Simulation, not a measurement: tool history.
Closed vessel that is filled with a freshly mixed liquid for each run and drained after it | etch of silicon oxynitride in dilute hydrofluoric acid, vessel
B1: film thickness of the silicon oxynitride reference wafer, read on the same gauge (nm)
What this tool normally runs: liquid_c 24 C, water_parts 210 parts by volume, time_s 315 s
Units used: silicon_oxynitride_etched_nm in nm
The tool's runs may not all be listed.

run 1 hour=0 | liquid_c=27.5 water_parts=210 time_s=265 | B1=110.016 | silicon_oxynitride_etched_nm=5.043
run 2 hour=13.8 | liquid_c=27.5 water_parts=210 time_s=265 | B1=110 | silicon_oxynitride_etched_nm=5.042
run 3 hour=31.6 | liquid_c=27.5 water_parts=210 time_s=265 | B1=110.016 | silicon_oxynitride_etched_nm=5.089
run 4 hour=47.1 | liquid_c=24 water_parts=210 time_s=315 | B1=110.01 | silicon_oxynitride_etched_nm=5.169
run 5 hour=63.8 | liquid_c=26.5 water_parts=210 time_s=315 | B1=110.022 | silicon_oxynitride_etched_nm=5.744
run 6 hour=78.5 | liquid_c=26.5 water_parts=210 time_s=315 | B1=110.02 | silicon_oxynitride_etched_nm=5.799
run 7 hour=94.2 | liquid_c=24 water_parts=210 time_s=315 | B1=110.004 | silicon_oxynitride_etched_nm=5.228
run 8 hour=111.2 | liquid_c=22.5 water_parts=210 time_s=315 | B1=110.009 | silicon_oxynitride_etched_nm=4.827
run 9 hour=122.8 | liquid_c=22.5 water_parts=210 time_s=315 | B1=109.991 | silicon_oxynitride_etched_nm=4.896
run 10 hour=134.5 | liquid_c=24 water_parts=210 time_s=315 | B1=109.981 | silicon_oxynitride_etched_nm=4.733
run 11 hour=150.2 | liquid_c=24 water_parts=210 time_s=315 | B1=110.002 | silicon_oxynitride_etched_nm=4.713
run 12 hour=163 | liquid_c=28 water_parts=165 time_s=405 | B1=109.999 | silicon_oxynitride_etched_nm=9.586
run 13 hour=173.1 | liquid_c=24 water_parts=210 time_s=315 | B1=109.986 | silicon_oxynitride_etched_nm=4.708
run 14 hour=185.2 | liquid_c=24 water_parts=210 time_s=205 | B1=110.007 | silicon_oxynitride_etched_nm=3.076
run 15 hour=235.5 | liquid_c=28 water_parts=265 time_s=495 | B1=109.985 | silicon_oxynitride_etched_nm=6.721
run 16 hour=248.8 | liquid_c=24 water_parts=290 time_s=315 | B1=110.025 | silicon_oxynitride_etched_nm=3.23
run 17 hour=258.4 | liquid_c=24 water_parts=155 time_s=475 | B1=110.002 | silicon_oxynitride_etched_nm=10.078
run 18 hour=269.1 | liquid_c=20 water_parts=175 time_s=160 | B1=110.005 | silicon_oxynitride_etched_nm=2.487
run 19 hour=276.5 | liquid_c=20.5 water_parts=210 time_s=315 | B1=110.004 | silicon_oxynitride_etched_nm=4.036
run 20 hour=283.8 | liquid_c=24 water_parts=210 time_s=315 | B1=109.997 | silicon_oxynitride_etched_nm=4.715
run 21 hour=294.8 | liquid_c=19.5 water_parts=155 time_s=315 | B1=109.978 | silicon_oxynitride_etched_nm=5.436
run 22 hour=302.7 | liquid_c=26.5 water_parts=185 time_s=200 | B1=109.985 | silicon_oxynitride_etched_nm=3.919
run 23 hour=314.9 | liquid_c=24 water_parts=210 time_s=480 | B1=110.007 | silicon_oxynitride_etched_nm=7.282

Withheld: 3 entries from between the runs. Position of each, and hidden state at the listed run before versus the listed run after:
From run 9 to run 10: hydrofluoric acid flow meter replaced (hour 134)
  hydrofluoric acid flow above the setpoint (%): 11.1 -> 1.98
  difference, measured minus the result without the unlogged condition, silicon_oxynitride_etched_nm: +0.554 -> +0.106 nm
From run 15 to run 16: thermometer replaced (hour 236.8)
  hydrofluoric acid flow above the setpoint (%): 2.58 -> 2.66
  difference, measured minus the result without the unlogged condition, silicon_oxynitride_etched_nm: +0.204 -> +0.1 nm
From run 16 to run 17: gauge calibrated (hour 251.6)
  hydrofluoric acid flow above the setpoint (%): 2.66 -> 2.72
  difference, measured minus the result without the unlogged condition, silicon_oxynitride_etched_nm: +0.1 -> +0.298 nm
